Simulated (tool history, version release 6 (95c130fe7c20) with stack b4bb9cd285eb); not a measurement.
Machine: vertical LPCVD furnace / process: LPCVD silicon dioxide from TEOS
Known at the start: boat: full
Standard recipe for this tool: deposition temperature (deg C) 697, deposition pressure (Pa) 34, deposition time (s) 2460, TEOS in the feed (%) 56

run      day  deposition temperature (deg C)  deposition pressure (Pa)  deposition time (s)  TEOS in the feed (%)  read-back reference wafer on the same gauge, thickness  film thickness on the monitor wafer in the middle of the boat (angstrom)
  1        0                             697                        34                 2460                    56                                                  235.76                                                                    2444.8
  2    1.546                             697                        34                 2460                    56                                                  236.04                                                                    2427.8
  3    3.704                             697                        34                 2460                    56                                                   236.2                                                                    2450.5
  4    5.838                             697                        34                 2460                    56                                                  235.91                                                                    2457.5
  5    8.729                             697                        34                 2460                    56                                                  235.63                                                                    2451.9
  6   12.858                             697                        34                 2460                    56                                                  235.77                                                                      2479
  7   15.675                             697                        34                 2460                    56                                                  235.86                                                                    2464.4
  8   19.354                             697                        34                 2460                    56                                                   235.8                                                                    2501.2
  9   31.017                             697                        34                 2460                    56                                                  235.71                                                                    2493.3
 10    33.75                             697                        34                 2460                    56                                                  236.03                                                                    2502.4
 11   37.779                             697                        34                 2460                    56                                                   236.1                                                                    2511.1
 12   39.712                             697                        34                 2460                    56                                                  235.78                                                                    2511.2
 13   41.404                             697                        34                 2460                    56                                                  235.86                                                                    2530.1
      54.196  -- thermocouples replaced and temperature profile calibrated
 14   54.217                             697                        34                 2460                    56                                                  236.14                                                                      2393
 15    56.25                             697                        34                 2460                    56                                                  235.88                                                                    2401.6
 16   60.317                             697                        34                 2460                    52                                                  236.36                                                                    2310.8
 17     62.2                             697                        34                 2460                    56                                                  236.01                                                                      2408
 18   63.896                             697                        38                 2010                    56                                                  236.19                                                                    2092.2
 19   66.188                             697                        34                 2460                    56                                                  235.89                                                                      2403
        69.4  -- TEOS flow controller replaced
 20   69.908                             697                        34                 3240                    45                                                  236.59                                                                    2835.6
      71.204  -- pressure gauge zeroed
 21   71.804                             697                        34                 2460                    56                                                  236.31                                                                    2398.6
 22   74.058                             697                        34                 2460                    56                                                  235.87                                                                    2415.4
      74.642  -- gauge calibrated
 23   76.638                             697                        34                 2460                    56                                                  235.78                                                                    2396.4
 24    78.65                             685                      30.7                 3270                    62                                                  235.95                                                                    2407.3
 25   82.654                             697                      26.7                 2940                    56                                                  236.13                                                                    2551.6
 26   84.788                             702                        34                 2460                    46                                                     236                                                                      2465
 27   88.438                             697                        34                 2460                    56                                                  235.84                                                                    2401.6
 28   91.183                             701                      37.3                 2460                    46                                                  236.05                                                                    2512.1
 29   93.833                             697                        34                 2460                    46                                                  235.94                                                                    2200.5
 30   97.938                             690                        38                 3390                    56                                                  236.22                                                                    2992.8
 31  101.667                             692                      37.3                 3300                    56                                                  236.19                                                                      3038

Each run again, without the hidden state but with its own random variation kept:
The hidden state here: true tube temperature minus thermocouple reading, K; true pressure minus gauge reading, mTorr; deviation of the TEOS flow from its setpoint, %; gauge reads high (%).
run  film thickness on the monitor wafer in the middle of the boat (angstrom)
  1                                                                    2369.4
  2                                                                    2350.8
  3                                                                    2369.8
  4                                                                    2373.4
  5                                                                    2363.8
  6                                                                    2383.5
  7                                                                      2365
  8                                                                    2394.3
  9                                                                    2366.3
 10                                                                    2369.9
 11                                                                    2370.6
 12                                                                    2366.9
 13                                                                    2381.3
 14                                                                    2362.6
 15                                                                      2371
 16                                                                    2281.2
 17                                                                      2377
 18                                                                    2065.1
 19                                                                    2371.4
 20                                                                    2797.4
 21                                                                    2365.9
 22                                                                    2381.8
 23                                                                    2362.3
 24                                                                    2371.5
 25                                                                      2513
 26                                                                      2427
 27                                                                    2362.6
 28                                                                    2470.1
 29                                                                    2162.1
 30                                                                    2936.6
 31                                                                      2978
